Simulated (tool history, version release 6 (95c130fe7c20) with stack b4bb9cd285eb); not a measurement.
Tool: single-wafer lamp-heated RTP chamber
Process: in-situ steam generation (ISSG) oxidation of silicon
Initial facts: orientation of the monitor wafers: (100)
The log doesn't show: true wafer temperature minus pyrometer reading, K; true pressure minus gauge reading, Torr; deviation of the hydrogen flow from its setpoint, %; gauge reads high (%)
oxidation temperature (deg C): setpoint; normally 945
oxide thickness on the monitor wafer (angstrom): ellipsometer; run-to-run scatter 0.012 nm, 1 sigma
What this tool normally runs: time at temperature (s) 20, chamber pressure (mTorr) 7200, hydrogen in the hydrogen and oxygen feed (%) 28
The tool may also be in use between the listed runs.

| run | hour | oxidation temperature (deg C) | time at temperature (s) | chamber pressure (mTorr) | hydrogen in the hydrogen and oxygen feed (%) | wafers since the last listed run | wafers since the last pyrometer calibration | hours since the pressure gauge was zeroed | hours since the hydrogen flow controller was replaced | hours since the gauge calibration | read-back reference wafer on the same gauge, thickness | oxide thickness on the monitor wafer (angstrom) |
|---|---|---|---|---|---|---|---|---|---|---|---|---|
| 1 | 0 | 945 | 20 | 7200 | 28 | 0 | 7256 | 4593.9 | 4890.6 | 520.6 | 5.922 | 52.53 |
| 2 | 58.2 | 945 | 20 | 7200 | 28 | 669 | 7925 | 4652.1 | 4948.8 | 578.8 | 5.921 | 52.75 |
|  | 112.7 | pyrometer window cleaned and pyrometer calibrated |
| 3 | 114.5 | 945 | 20 | 7200 | 28 | 555 | 20 | 4708.4 | 5005.1 | 635.1 | 5.918 | 51.69 |
| 4 | 152.1 | 945 | 20 | 7200 | 28 | 432 | 453 | 4746 | 5042.7 | 672.7 | 5.919 | 51.4 |
| 5 | 215.5 | 945 | 20 | 7200 | 28 | 729 | 1183 | 4809.4 | 5106.1 | 736.1 | 5.923 | 51.75 |
| 6 | 270.3 | 945 | 20 | 7200 | 28 | 630 | 1813 | 4864.2 | 5160.9 | 790.9 | 5.922 | 51.81 |
| 7 | 318.7 | 945 | 20 | 7200 | 28 | 557 | 2370 | 4912.6 | 5209.3 | 839.3 | 5.919 | 52 |
| 8 | 363 | 945 | 20 | 7200 | 28 | 509 | 2880 | 4956.9 | 5253.6 | 883.6 | 5.918 | 51.82 |
| 9 | 405.3 | 945 | 20 | 7200 | 28 | 486 | 3367 | 4999.2 | 5295.9 | 925.9 | 5.919 | 52.05 |
|  | 429 | gauge calibrated |
|  | 431.1 | pressure gauge zeroed |
| 10 | 436 | 945 | 20 | 7200 | 28 | 261 | 3628 | 4.9 | 5326.6 | 7 | 5.919 | 52.23 |
| 11 | 500.8 | 957 | 20 | 8100 | 28 | 745 | 4374 | 69.7 | 5391.4 | 71.8 | 5.918 | 54.26 |
|  | 544 | hydrogen flow controller replaced |
| 12 | 553.4 | 945 | 27 | 7700 | 28 | 513 | 4887 | 122.3 | 9.4 | 124.4 | 5.922 | 59.08 |
| 13 | 620.2 | 963 | 24 | 6900 | 21 | 768 | 5656 | 189.1 | 76.2 | 191.2 | 5.919 | 55.63 |
| 14 | 681.9 | 945 | 20 | 6900 | 28 | 710 | 6366 | 250.8 | 137.9 | 252.9 | 5.917 | 52.45 |
| 15 | 730.7 | 945 | 14 | 8500 | 28 | 561 | 6928 | 299.6 | 186.7 | 301.7 | 5.918 | 45.75 |
|  | 782.2 | pyrometer window cleaned and pyrometer calibrated |
| 16 | 782.7 | 945 | 20 | 7200 | 28 | 506 | 5 | 351.6 | 238.7 | 353.7 | 5.919 | 51.63 |
| 17 | 842.6 | 945 | 26 | 8500 | 28 | 689 | 694 | 411.5 | 298.6 | 413.6 | 5.924 | 57.07 |
| 18 | 875.7 | 945 | 23 | 7200 | 28 | 380 | 1075 | 444.6 | 331.7 | 446.7 | 5.915 | 54.54 |
| 19 | 926.5 | 945 | 20 | 7200 | 28 | 584 | 1660 | 495.4 | 382.5 | 497.5 | 5.92 | 51.89 |
| 20 | 995.2 | 945 | 20 | 7200 | 28 | 790 | 2450 | 564.1 | 451.2 | 566.2 | 5.917 | 51.81 |

5 ways to go on from here, each from the tool as it stands after run 20. What would each give?
| A | 995.6 | 945 | 13 | 7200 | 28 | 4 | 2455 | 564.5 | 451.6 | 566.6 | ? | ? |
| B | 995.6 | 945 | 26 | 6900 | 28 | 4 | 2455 | 564.5 | 451.6 | 566.6 | ? | ? |
| C | 995.6 | 945 | 25 | 8500 | 28 | 4 | 2455 | 564.5 | 451.6 | 566.6 | ? | ? |
| D | 995.6 | 945 | 17 | 7200 | 28 | 4 | 2455 | 564.5 | 451.6 | 566.6 | ? | ? |
| E | 995.6 | 945 | 25 | 7200 | 22 | 4 | 2455 | 564.5 | 451.6 | 566.6 | ? | ? |

| run | read-back reference wafer on the same gauge, thickness | oxide thickness on the monitor wafer (angstrom) |
|---|---|---|
| A | 5.92 | 44.37 |
| B | 5.92 | 57.94 |
| C | 5.92 | 56.76 |
| D | 5.92 | 48.98 |
| E | 5.92 | 53.75 |
What these runs would have given with no unlogged condition in the tool:
| run | oxide thickness on the monitor wafer (angstrom) |
|---|---|
| A | 44.09 |
| B | 57.46 |
| C | 56.3 |
| D | 48.63 |
| E | 53.31 |

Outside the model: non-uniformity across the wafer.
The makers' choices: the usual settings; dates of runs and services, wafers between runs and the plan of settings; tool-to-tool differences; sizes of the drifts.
